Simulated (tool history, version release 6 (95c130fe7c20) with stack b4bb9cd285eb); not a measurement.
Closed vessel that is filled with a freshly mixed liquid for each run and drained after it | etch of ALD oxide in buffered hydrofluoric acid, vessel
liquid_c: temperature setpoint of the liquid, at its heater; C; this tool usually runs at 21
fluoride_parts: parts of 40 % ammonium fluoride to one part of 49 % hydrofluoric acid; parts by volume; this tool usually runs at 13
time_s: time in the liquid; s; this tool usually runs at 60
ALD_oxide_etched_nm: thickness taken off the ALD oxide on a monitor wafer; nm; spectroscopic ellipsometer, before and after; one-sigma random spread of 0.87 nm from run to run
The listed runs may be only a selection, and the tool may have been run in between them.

| run | day | liquid_c | fluoride_parts | time_s | wafers since the last listed run | hours since the thermometer was replaced | hours since the hydrofluoric acid flow meter was replaced | hours since the gauge calibration | read-back film thickness of the ALD oxide reference wafer, read on the same gauge (nm) | ALD_oxide_etched_nm |
|---|---|---|---|---|---|---|---|---|---|---|
| 1 | 0 | 21 | 13 | 60 | 0 | 3300.6 | 2100.1 | 46.6 | 130.05 | 135.48 |
| 2 | 0.733 | 21 | 13 | 60 | 1176 | 3318.2 | 2117.7 | 64.2 | 130 | 135.78 |
| 3 | 1.167 | 21 | 13 | 60 | 695 | 3328.6 | 2128.1 | 74.6 | 130 | 135.21 |
| 4 | 1.692 | 21 | 13 | 60 | 842 | 3341.2 | 2140.7 | 87.2 | 130.02 | 135.25 |
| 5 | 2.312 | 21 | 13 | 60 | 995 | 3356.1 | 2155.6 | 102.1 | 130.05 | 135 |
| 6 | 2.754 | 21 | 13 | 60 | 708 | 3366.7 | 2166.2 | 112.7 | 129.99 | 136.27 |
| 7 | 3.15 | 21 | 13 | 60 | 634 | 3376.2 | 2175.7 | 122.2 | 130 | 135.82 |
| 8 | 3.567 | 17 | 10.5 | 60 | 668 | 3386.2 | 2185.7 | 132.2 | 130.02 | 132.4 |
| 9 | 4.208 | 17 | 10.5 | 60 | 1029 | 3401.6 | 2201.1 | 147.6 | 130.02 | 132.42 |
| 10 | 4.721 | 21 | 16 | 60 | 822 | 3413.9 | 2213.4 | 159.9 | 129.97 | 109.89 |
|  | 4.925 | thermometer replaced |
| 11 | 5.017 | 21 | 16 | 60 | 407 | 2.2 | 2220.5 | 167 | 129.98 | 128.71 |
| 12 | 5.308 | 21 | 16 | 60 | 467 | 9.2 | 2227.5 | 174 | 130.02 | 128.67 |
| 13 | 5.617 | 21 | 13 | 85 | 494 | 16.6 | 2234.9 | 181.4 | 130.02 | 224.25 |
| 14 | 6.15 | 21 | 13 | 60 | 855 | 29.4 | 2247.7 | 194.2 | 129.99 | 157.03 |
| 15 | 6.862 | 23.5 | 8 | 45 | 1142 | 46.5 | 2264.8 | 211.3 | 130 | 213.1 |
|  | 7.075 | hydrofluoric acid flow meter replaced |
| 16 | 7.133 | 21 | 11 | 35 | 367 | 53 | 1.4 | 217.8 | 129.98 | 107.92 |
| 17 | 7.612 | 17 | 13 | 60 | 768 | 64.5 | 12.9 | 229.3 | 129.98 | 125.98 |
| 18 | 8.125 | 21 | 17.5 | 60 | 822 | 76.8 | 25.2 | 241.6 | 130.02 | 117.99 |
| 19 | 8.392 | 17 | 16 | 90 | 427 | 83.2 | 31.6 | 248 | 129.97 | 153.22 |
| 20 | 9.058 | 18.5 | 9.5 | 60 | 1069 | 99.2 | 47.6 | 264 | 130.03 | 181.67 |
| 21 | 9.362 | 25 | 9.5 | 60 | 487 | 106.5 | 54.9 | 271.3 | 130.01 | 261.07 |
| 22 | 9.821 | 18 | 13 | 90 | 735 | 117.5 | 65.9 | 282.3 | 130.03 | 201.28 |
| 23 | 10.529 | 21 | 13 | 60 | 1136 | 134.5 | 82.9 | 299.3 | 129.98 | 156.79 |
|  | 10.817 | gauge calibrated |
| 24 | 11.254 | 21 | 13 | 60 | 1162 | 151.9 | 100.3 | 10.5 | 129.99 | 157.58 |
| 25 | 11.988 | 23 | 13 | 60 | 1176 | 169.5 | 117.9 | 28.1 | 129.98 | 175.55 |
| 26 | 12.708 | 21 | 13 | 60 | 1156 | 186.8 | 135.2 | 45.4 | 130.02 | 158.51 |
| 27 | 13.292 | 21 | 13 | 35 | 935 | 200.8 | 149.2 | 59.4 | 130.01 | 90.56 |
| 28 | 14.775 | 24 | 8 | 60 | 2379 | 236.4 | 184.8 | 95 | 130.03 | 289.41 |
| 29 | 15.212 | 22.5 | 9 | 60 | 701 | 246.9 | 195.3 | 105.5 | 130.01 | 235.86 |
| 30 | 15.488 | 23 | 17 | 60 | 441 | 253.5 | 201.9 | 112.1 | 129.98 | 135.08 |
| 31 | 15.767 | 21 | 13 | 30 | 447 | 260.2 | 208.6 | 118.8 | 130.04 | 78.48 |
| 32 | 16.35 | 21 | 13 | 60 | 935 | 274.2 | 222.6 | 132.8 | 130.03 | 155.56 |
| 33 | 16.608 | 21 | 13 | 50 | 414 | 280.4 | 228.8 | 139 | 129.98 | 129.22 |
| 34 | 16.929 | 22.5 | 13 | 30 | 514 | 288.1 | 236.5 | 146.7 | 130 | 85.15 |

Branching from run 34: 4 alternative next runs. What would each branch give?
| A | 16.958 | 21 | 9.5 | 60 | 46 | 288.8 | 237.2 | 147.4 | ? | ? |
| B | 16.958 | 21 | 17.5 | 70 | 46 | 288.8 | 237.2 | 147.4 | ? | ? |
| C | 16.958 | 24.5 | 8 | 75 | 46 | 288.8 | 237.2 | 147.4 | ? | ? |
| D | 16.958 | 21 | 13 | 90 | 46 | 288.8 | 237.2 | 147.4 | ? | ? |

| run | read-back film thickness of the ALD oxide reference wafer, read on the same gauge (nm) | ALD_oxide_etched_nm |
|---|---|---|
| A | 130.04 | 206.66 |
| B | 130.04 | 134.87 |
| C | 130.04 | 368.19 |
| D | 130.04 | 232.28 |
With no hidden state in the tool, these same runs would have given:
| run | ALD_oxide_etched_nm |
|---|---|
| A | 209.78 |
| B | 136.91 |
| C | 373.64 |
| D | 235.8 |
